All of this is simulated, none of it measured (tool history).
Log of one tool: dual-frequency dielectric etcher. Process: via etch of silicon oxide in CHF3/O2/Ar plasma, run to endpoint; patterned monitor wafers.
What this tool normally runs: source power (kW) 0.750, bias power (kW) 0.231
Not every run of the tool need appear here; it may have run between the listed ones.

run,hour,source power (kW),bias power (kW),"incoming incoming film thickness, nm",endpoint time (s)
1,0.0,0.670,0.245,804.1,341.1
2,105.1,0.700,0.191,797.8,384.1
3,194.0,0.750,0.231,801.2,336.9
4,291.7,0.750,0.231,803.2,340.8
5,332.7,0.750,0.231,795.2,334.2
6,414.7,0.750,0.231,800.7,336.7
7,527.4,0.750,0.231,796.3,333.3
8,597.8,0.750,0.231,800.9,339.3
9,672.5,0.750,0.231,802.7,338.6
10,724.3,0.750,0.231,803.0,337.3
11,808.2,0.930,0.257,795.6,292.8
12,853.3,0.910,0.216,806.6,330.7
13,949.7,0.860,0.249,800.1,307.3
14,976.1,0.600,0.187,798.2,414.0
15,1047.2,0.650,0.198,796.5,387.8
16,1150.9,0.750,0.231,803.2,339.4
17,1208.2,0.600,0.187,793.9,409.6
18,1251.4,0.600,0.231,803.2,367.8
19,1307.8,0.750,0.259,803.5,318.0

Taken out of this log: 6 entries between the listed runs. Where each belongs, and how the hidden state differs across it:
Runs 1 to 2: wet clean of the chamber (hour 54.0)
  no difference in the tool's unlogged condition between these two runs
Runs 6 to 7: wet clean of the chamber (hour 462.2); upper electrode replaced (hour 526.9)
  no difference in the tool's unlogged condition between these two runs
Runs 9 to 10: source power generator calibrated (hour 684.6)
  no difference in the tool's unlogged condition between these two runs
Runs 11 to 12: bias power generator calibrated (hour 813.2)
  no difference in the tool's unlogged condition between these two runs
Runs 12 to 13: wet clean of the chamber (hour 949.2)
  no difference in the tool's unlogged condition between these two runs
